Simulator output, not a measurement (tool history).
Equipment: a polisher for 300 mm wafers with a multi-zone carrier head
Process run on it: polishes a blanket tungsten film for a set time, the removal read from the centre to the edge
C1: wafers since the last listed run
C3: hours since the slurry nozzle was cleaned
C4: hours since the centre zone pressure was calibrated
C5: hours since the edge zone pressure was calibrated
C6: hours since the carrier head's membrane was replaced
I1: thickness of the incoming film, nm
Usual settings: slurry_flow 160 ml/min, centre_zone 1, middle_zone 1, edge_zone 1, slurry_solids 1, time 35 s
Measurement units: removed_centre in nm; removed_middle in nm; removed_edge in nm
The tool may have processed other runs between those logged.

Run 1, hour 0: usual settings but middle_zone 0.89, time 29 s; C1 0; wafers polished on this pad 444; C3 236.4; C4 394.6; C5 142.6; C6 40.9; I1 787.2. Result: removed_centre 207.5 nm, removed_middle 189.8 nm, removed_edge 208.2 nm.
At hour 10.2: slurry nozzle cleaned.
Run 2, hour 15.4: usual settings but edge_zone 0.96; C1 124; wafers polished on this pad 568; C3 5.2; C4 410; C5 158; C6 56.3; I1 771.3. Result: removed_centre 296.2 nm, removed_middle 286.7 nm, removed_edge 275.5 nm.
Run 3, hour 35.7: usual settings but edge_zone 1.11, slurry_solids 1.15; C1 175; wafers polished on this pad 743; C3 25.5; C4 430.3; C5 178.3; C6 76.6; I1 783.2. Result: removed_centre 298.6 nm, removed_middle 289.2 nm, removed_edge 300.9 nm.
Run 4, hour 50.7: usual settings; C1 129; wafers polished on this pad 873; C3 40.5; C4 445.3; C5 193.3; C6 91.6; I1 772.2. Result: removed_centre 287.8 nm, removed_middle 277.1 nm, removed_edge 280.2 nm.
At hour 67.3: worn pad replaced by a new one.
Run 5, hour 67.8: usual settings but edge_zone 0.96, time 46 s; C1 113; wafers polished on this pad 4; C3 57.6; C4 462.4; C5 210.4; C6 108.7; I1 777.2. Result: removed_centre 379.2 nm, removed_middle 376.1 nm, removed_edge 360.9 nm.
Run 6, hour 80.9: usual settings; C1 113; wafers polished on this pad 117; C3 70.7; C4 475.5; C5 223.5; C6 121.8; I1 774.1. Result: removed_centre 291.2 nm, removed_middle 281.8 nm, removed_edge 279.4 nm.
Run 7, hour 95.7: usual settings but slurry_flow 135 ml/min, edge_zone 1.07, time 39 s; C1 127; wafers polished on this pad 244; C3 85.5; C4 490.3; C5 238.3; C6 136.6; I1 772.9. Result: removed_centre 305.1 nm, removed_middle 299.8 nm, removed_edge 308.9 nm.
Run 8, hour 104.1: usual settings but centre_zone 1.06; C1 72; wafers polished on this pad 317; C3 93.9; C4 498.7; C5 246.7; C6 145; I1 787.2. Result: removed_centre 304.7 nm, removed_middle 277.9 nm, removed_edge 274.2 nm.
At hour 109.9: centre zone pressure recalibrated.
Run 9, hour 111.5: usual settings but slurry_flow 195 ml/min, centre_zone 1.05, edge_zone 0.92, time 29 s; C1 46; wafers polished on this pad 364; C3 101.3; C4 1.6; C5 254.1; C6 152.4; I1 766. Result: removed_centre 261.8 nm, removed_middle 241.3 nm, removed_edge 220.6 nm.
Run 10, hour 128.5: usual settings but edge_zone 0.9; C1 146; wafers polished on this pad 510; C3 118.3; C4 18.6; C5 271.1; C6 169.4; I1 767.9. Result: removed_centre 281.2 nm, removed_middle 273.5 nm, removed_edge 256.1 nm.
Run 11, hour 143.9: usual settings but edge_zone 0.89, slurry_solids 1.1; C1 132; wafers polished on this pad 643; C3 133.7; C4 34; C5 286.5; C6 184.8; I1 772.7. Result: removed_centre 285.8 nm, removed_middle 275.5 nm, removed_edge 268.7 nm.
Run 12, hour 176.5: usual settings but slurry_flow 115 ml/min, edge_zone 1.12, time 40 s; C1 281; wafers polished on this pad 925; C3 166.3; C4 66.6; C5 319.1; C6 217.4; I1 769.4. Result: removed_centre 277.5 nm, removed_middle 279.5 nm, removed_edge 294 nm.
Run 13, hour 186.9: usual settings; C1 89; wafers polished on this pad 1015; C3 176.7; C4 77; C5 329.5; C6 227.8; I1 779.2. Result: removed_centre 270.2 nm, removed_middle 267.1 nm, removed_edge 273.6 nm.
At hour 194.1: worn pad replaced by a new one.
Run 14, hour 203: usual settings but centre_zone 0.96, time 32 s; C1 104; wafers polished on this pad 76; C3 192.8; C4 93.1; C5 345.6; C6 243.9; I1 776.7. Result: removed_centre 233 nm, removed_middle 241.2 nm, removed_edge 242.8 nm.
At hour 220: slurry nozzle cleaned.
Run 15, hour 220.5: usual settings but middle_zone 0.96; C1 142; wafers polished on this pad 219; C3 0.5; C4 110.6; C5 363.1; C6 261.4; I1 780.3. Result: removed_centre 295 nm, removed_middle 274.1 nm, removed_edge 279.7 nm.
At hour 252.6: edge zone pressure recalibrated.
Run 16, hour 262.9: usual settings but slurry_flow 190 ml/min, middle_zone 0.9, edge_zone 0.94; C1 348; wafers polished on this pad 568; C3 42.9; C4 153; C5 10.3; C6 303.8; I1 767.5. Result: removed_centre 295 nm, removed_middle 273.8 nm, removed_edge 281.7 nm.
Run 17, hour 288.8: usual settings but slurry_solids 0.9, time 46 s; C1 223; wafers polished on this pad 792; C3 68.8; C4 178.9; C5 36.2; C6 329.7; I1 773.1. Result: removed_centre 371.8 nm, removed_middle 374.9 nm, removed_edge 347 nm.
Run 18, hour 295: usual settings but edge_zone 1.07; C1 53; wafers polished on this pad 845; C3 75; C4 185.1; C5 42.4; C6 335.9; I1 771. Result: removed_centre 295.9 nm, removed_middle 281.8 nm, removed_edge 281.3 nm.
Run 19, hour 311.1: usual settings but edge_zone 1.04, slurry_solids 1.25, time 45 s; C1 139; wafers polished on this pad 984; C3 91.1; C4 201.2; C5 58.5; C6 352; I1 773.1. Result: removed_centre 390.4 nm, removed_middle 371.4 nm, removed_edge 368.7 nm.
At hour 315.6: worn pad replaced by a new one.
Run 20, hour 318.4: usual settings but slurry_flow 185 ml/min, middle_zone 0.94, time 28 s; C1 28; wafers polished on this pad 24; C3 98.4; C4 208.5; C5 65.8; C6 359.3; I1 772. Result: removed_centre 238.3 nm, removed_middle 221.1 nm, removed_edge 226.8 nm.
Run 21, hour 336: usual settings but slurry_flow 200 ml/min, centre_zone 0.9, slurry_solids 1.15; C1 151; wafers polished on this pad 176; C3 116; C4 226.1; C5 83.4; C6 376.9; I1 759.9. Result: removed_centre 278.1 nm, removed_middle 304.2 nm, removed_edge 287.8 nm.
Run 22, hour 342.8: usual settings but slurry_flow 185 ml/min, middle_zone 0.94, time 28 s; C1 58; wafers polished on this pad 234; C3 122.8; C4 232.9; C5 90.2; C6 383.7; I1 758.1. Result: removed_centre 233.9 nm, removed_middle 217.3 nm, removed_edge 226.1 nm.
Run 23, hour 351.4: usual settings but middle_zone 0.91; C1 74; wafers polished on this pad 309; C3 131.4; C4 241.5; C5 98.8; C6 392.3; I1 773.3. Result: removed_centre 284.5 nm, removed_middle 259.5 nm, removed_edge 274.5 nm.

3 ways to go on from here, each from the tool as it stands after run 23. What would each give?
Run A, hour 351.8: usual settings but slurry_solids 0.85; C1 3; wafers polished on this pad 312; C3 131.8; C4 241.9; C5 99.2; C6 392.7; I1 768. Result: removed_centre ?, removed_middle ?, removed_edge ?.
Run B, hour 351.8: usual settings but slurry_solids 0.8, time 44 s; C1 3; wafers polished on this pad 312; C3 131.8; C4 241.9; C5 99.2; C6 392.7; I1 768. Result: removed_centre ?, removed_middle ?, removed_edge ?.
Run C, hour 351.8: usual settings but edge_zone 1.07, time 40 s; C1 3; wafers polished on this pad 312; C3 131.8; C4 241.9; C5 99.2; C6 392.7; I1 768. Result: removed_centre ?, removed_middle ?, removed_edge ?.

run  removed_centre  removed_middle  removed_edge
  A           276.3           266.1         269.2
  B           343.8           331.2           335
  C           324.6           312.6         326.4
Had the tool no hidden state, the same runs would have come out as:
run  removed_centre  removed_middle  removed_edge
  A           288.6           276.7         276.8
  B           359.2           344.3         344.5
  C           339.2           325.1         335.6
